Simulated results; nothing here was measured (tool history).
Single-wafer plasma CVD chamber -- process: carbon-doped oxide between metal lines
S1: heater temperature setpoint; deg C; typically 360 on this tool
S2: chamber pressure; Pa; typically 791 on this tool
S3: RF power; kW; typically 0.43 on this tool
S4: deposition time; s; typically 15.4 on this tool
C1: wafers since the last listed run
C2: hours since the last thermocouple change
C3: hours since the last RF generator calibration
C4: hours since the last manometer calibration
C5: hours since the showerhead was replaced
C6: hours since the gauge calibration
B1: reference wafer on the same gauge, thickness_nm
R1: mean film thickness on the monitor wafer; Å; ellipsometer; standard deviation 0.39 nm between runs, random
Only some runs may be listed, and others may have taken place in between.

run   hour   S1   S2     S3    S4    C1      C2     C3      C4     C5      C6      B1      R1
  1      0  360  791   0.43  15.4     0  2263.6  724.5    1556   25.1  1293.6  77.827  691.53
  2   33.9  370  791   0.43  15.4   777  2297.5  758.4  1589.9     59  1327.5  77.947   666.8
  3   58.9  360  791   0.43  17.7   573  2322.5  783.4  1614.9     84  1352.5  77.855  778.42
      79.6  -- thermocouple changed; heater temperature recalibrated
  4  128.5  360  791   0.43  17.7  1413    48.9    853  1684.5  153.6  1422.1  77.679   782.9
     152.6  -- capacitance manometer re-zeroed and calibrated
  5  153.1  360  791  0.485  17.2   380    73.5  877.6     0.5  178.2  1446.7  77.807  827.63
  6  168.2  360  791  0.405  15.4   346    88.6  892.7    15.6  193.3  1461.8  77.754  655.74
  7  198.5  360  791   0.43  15.4   695   118.9    923    45.9  223.6  1492.1  77.616  691.11
  8  217.3  360  924  0.485  17.9   431   137.7  941.8    64.7  242.4  1510.9   77.83  866.44
  9    230  373  791   0.43  15.4   291   150.4  954.5    77.4  255.1  1523.6  77.672  666.24
     263.6  -- RF generator calibrated
 10  314.8  347  791   0.36  15.4  1762   235.2   51.2   162.2  339.9  1608.4  77.877  619.53
 11  335.9  365  607   0.37  14.3   484   256.3   72.3   183.3    361  1629.5  77.875  552.45
     338.7  -- gauge calibrated
 12  357.8  360  791   0.43  15.4   502   278.2   94.2   205.2  382.9    19.1  79.774  699.22
 13  385.1  371  727   0.43  15.4   626   305.5  121.5   232.5  410.2    46.4  79.888  680.14
 14  400.8  373  855  0.355  15.4   360   321.2  137.2   248.2  425.9    62.1   79.72  590.97
 15  420.6  360  791  0.475  16.7   454     341    157     268  445.7    81.9  79.656   816.6
 16  444.6  364  952   0.43  16.3   550     365    181     292  469.7   105.9  79.411  744.74
 17  468.2  353  791   0.43  15.4   541   388.6  204.6   315.6  493.3   129.5  79.389  706.28
 18  488.2  360  955   0.43  15.4   458   408.6  224.6   335.6  513.3   149.5  79.555   710.1
 19  508.7  369  791   0.43  15.4   470   429.1  245.1   356.1  533.8     170  79.648   685.7
 20  584.2  360  791  0.505  15.4  1732   504.6  320.6   431.6  609.3   245.5  79.217  780.17
 21  613.1  346  791   0.43  15.4   663   533.5  349.5   460.5  638.2   274.4  78.878  714.88
 22  629.4  360  684   0.43  15.4   374   549.8  365.8   476.8  654.5   290.7  78.944  683.18
 23  646.4  369  648  0.465  13.3   390   566.8  382.8   493.8  671.5   307.7  78.956  617.42
 24  675.1  360  791   0.43  15.4   658   595.5  411.5   522.5  700.2   336.4  78.957  697.84
 25  696.4  364  952   0.43  16.3   488   616.8  432.8   543.8  721.5   357.7  78.791  736.69
 26  710.6  348  716  0.475  12.8   325     631    447     558  735.7   371.9  78.821  633.83
 27  742.8  346  727   0.43  15.4   738   663.2  479.2   590.2  767.9   404.1  78.747  720.48
 28  757.5  345  859   0.43  16.7   337   677.9  493.9   604.9  782.6   418.8  78.755  775.07

What if the next run were any one of these 5? Each begins from the tool's condition after run 28:
  A  757.9  360  791   0.43  15.4   9  678.3  494.3  605.3  783  419.2   ?   ?
  B  757.9  360  871  0.385  15.4   9  678.3  494.3  605.3  783  419.2   ?   ?
  C  757.9  373  791  0.455  16.4   9  678.3  494.3  605.3  783  419.2   ?   ?
  D  757.9  360  791   0.37  15.4   9  678.3  494.3  605.3  783  419.2   ?   ?
  E  757.9  353  867  0.515  15.4   9  678.3  494.3  605.3  783  419.2   ?   ?

run      B1      R1
  A  78.676  685.55
  B  78.676  634.31
  C  78.676  740.37
  D  78.676  610.84
  E  78.676  793.04
Without the tool's unlogged condition, the same runs would have read:
run      R1
  A  699.25
  B  646.98
  C  755.17
  D  623.05
  E  808.89
